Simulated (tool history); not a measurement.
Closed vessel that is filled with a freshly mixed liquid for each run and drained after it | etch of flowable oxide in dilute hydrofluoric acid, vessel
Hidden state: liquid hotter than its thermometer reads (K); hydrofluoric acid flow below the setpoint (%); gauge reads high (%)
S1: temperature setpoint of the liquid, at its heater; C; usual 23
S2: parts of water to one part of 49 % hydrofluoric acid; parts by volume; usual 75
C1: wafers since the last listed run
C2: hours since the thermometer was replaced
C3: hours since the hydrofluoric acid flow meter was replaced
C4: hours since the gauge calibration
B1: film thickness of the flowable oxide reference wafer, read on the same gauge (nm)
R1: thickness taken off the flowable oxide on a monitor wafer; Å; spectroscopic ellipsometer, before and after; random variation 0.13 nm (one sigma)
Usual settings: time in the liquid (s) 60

{"run": 1, "hour": 0.0, "S1": 23, "S2": 75, "time in the liquid (s)": 70, "C1": 0, "C2": 1155.9, "C3": 1900.8, "C4": 63.8, "B1": 110, "R1": 244.6}
{"run": 2, "hour": 101.4, "S1": 23, "S2": 75, "time in the liquid (s)": 70, "C1": 6422, "C2": 1257.3, "C3": 2002.2, "C4": 165.2, "B1": 110, "R1": 241}
{"run": 3, "hour": 122.1, "S1": 23, "S2": 75, "time in the liquid (s)": 70, "C1": 1311, "C2": 1278, "C3": 2022.9, "C4": 185.9, "B1": 110.02, "R1": 240.9}
{"run": 4, "hour": 140.0, "S1": 23, "S2": 75, "time in the liquid (s)": 60, "C1": 1133, "C2": 1295.9, "C3": 2040.8, "C4": 203.8, "B1": 109.96, "R1": 207.3}
{"run": 5, "hour": 174.4, "S1": 23, "S2": 75, "time in the liquid (s)": 60, "C1": 2178, "C2": 1330.3, "C3": 2075.2, "C4": 238.2, "B1": 110.02, "R1": 205.4}
{"run": 6, "hour": 194.1, "S1": 23, "S2": 75, "time in the liquid (s)": 60, "C1": 1247, "C2": 1350, "C3": 2094.9, "C4": 257.9, "B1": 110.02, "R1": 205.8}
{"run": 7, "hour": 219.9, "S1": 22, "S2": 75, "time in the liquid (s)": 60, "C1": 1634, "C2": 1375.8, "C3": 2120.7, "C4": 283.7, "B1": 109.98, "R1": 199.5}
{"run": 8, "hour": 240.9, "S1": 23, "S2": 75, "time in the liquid (s)": 60, "C1": 1330, "C2": 1396.8, "C3": 2141.7, "C4": 304.7, "B1": 110, "R1": 203.8}
{"run": 9, "hour": 260.8, "S1": 23, "S2": 75, "time in the liquid (s)": 60, "C1": 1260, "C2": 1416.7, "C3": 2161.6, "C4": 324.6, "B1": 110.01, "R1": 205.5}
{"run": 10, "hour": 277.7, "S1": 21.5, "S2": 75, "time in the liquid (s)": 85, "C1": 1070, "C2": 1433.6, "C3": 2178.5, "C4": 341.5, "B1": 110.01, "R1": 273.5}
{"hour": 283.1, "done": "gauge calibrated"}
{"hour": 290.9, "done": "hydrofluoric acid flow meter replaced"}
{"run": 11, "hour": 293.8, "S1": 20, "S2": 40, "time in the liquid (s)": 60, "C1": 956, "C2": 1449.7, "C3": 2.9, "C4": 10.7, "B1": 109.98, "R1": 405.4}
{"hour": 295.8, "done": "thermometer replaced"}
{"run": 12, "hour": 310.2, "S1": 19.5, "S2": 55, "time in the liquid (s)": 30, "C1": 975, "C2": 14.4, "C3": 19.3, "C4": 27.1, "B1": 110.03, "R1": 143.9}
{"run": 13, "hour": 339.4, "S1": 23, "S2": 95, "time in the liquid (s)": 50, "C1": 1849, "C2": 43.6, "C3": 48.5, "C4": 56.3, "B1": 109.98, "R1": 152.7}
{"run": 14, "hour": 354.6, "S1": 23, "S2": 45, "time in the liquid (s)": 75, "C1": 962, "C2": 58.8, "C3": 63.7, "C4": 71.5, "B1": 109.96, "R1": 510.2}
{"run": 15, "hour": 372.2, "S1": 25.5, "S2": 90, "time in the liquid (s)": 60, "C1": 1114, "C2": 76.4, "C3": 81.3, "C4": 89.1, "B1": 110, "R1": 213.2}
{"run": 16, "hour": 394.0, "S1": 20, "S2": 50, "time in the liquid (s)": 40, "C1": 1380, "C2": 98.2, "C3": 103.1, "C4": 110.9, "B1": 110.03, "R1": 214}
{"run": 17, "hour": 415.9, "S1": 23, "S2": 75, "time in the liquid (s)": 60, "C1": 1387, "C2": 120.1, "C3": 125, "C4": 132.8, "B1": 109.98, "R1": 232.9}

Forecast each of these 3 alternatives for the next run:
{"run": "A", "hour": 416.6, "S1": 27, "S2": 75, "time in the liquid (s)": 60, "C1": 44, "C2": 120.8, "C3": 125.7, "C4": 133.5, "B1": "?", "R1": "?"}
{"run": "B", "hour": 416.6, "S1": 20, "S2": 55, "time in the liquid (s)": 40, "C1": 44, "C2": 120.8, "C3": 125.7, "C4": 133.5, "B1": "?", "R1": "?"}
{"run": "C", "hour": 416.6, "S1": 28, "S2": 40, "time in the liquid (s)": 70, "C1": 44, "C2": 120.8, "C3": 125.7, "C4": 133.5, "B1": "?", "R1": "?"}

run=A B1=109.97 R1=273.6
run=B B1=109.97 R1=191.9
run=C B1=109.97 R1=655.1
Without the tool's hidden state the same runs would have given:
run=A R1=277.6
run=B R1=194.5
run=C R1=664.3

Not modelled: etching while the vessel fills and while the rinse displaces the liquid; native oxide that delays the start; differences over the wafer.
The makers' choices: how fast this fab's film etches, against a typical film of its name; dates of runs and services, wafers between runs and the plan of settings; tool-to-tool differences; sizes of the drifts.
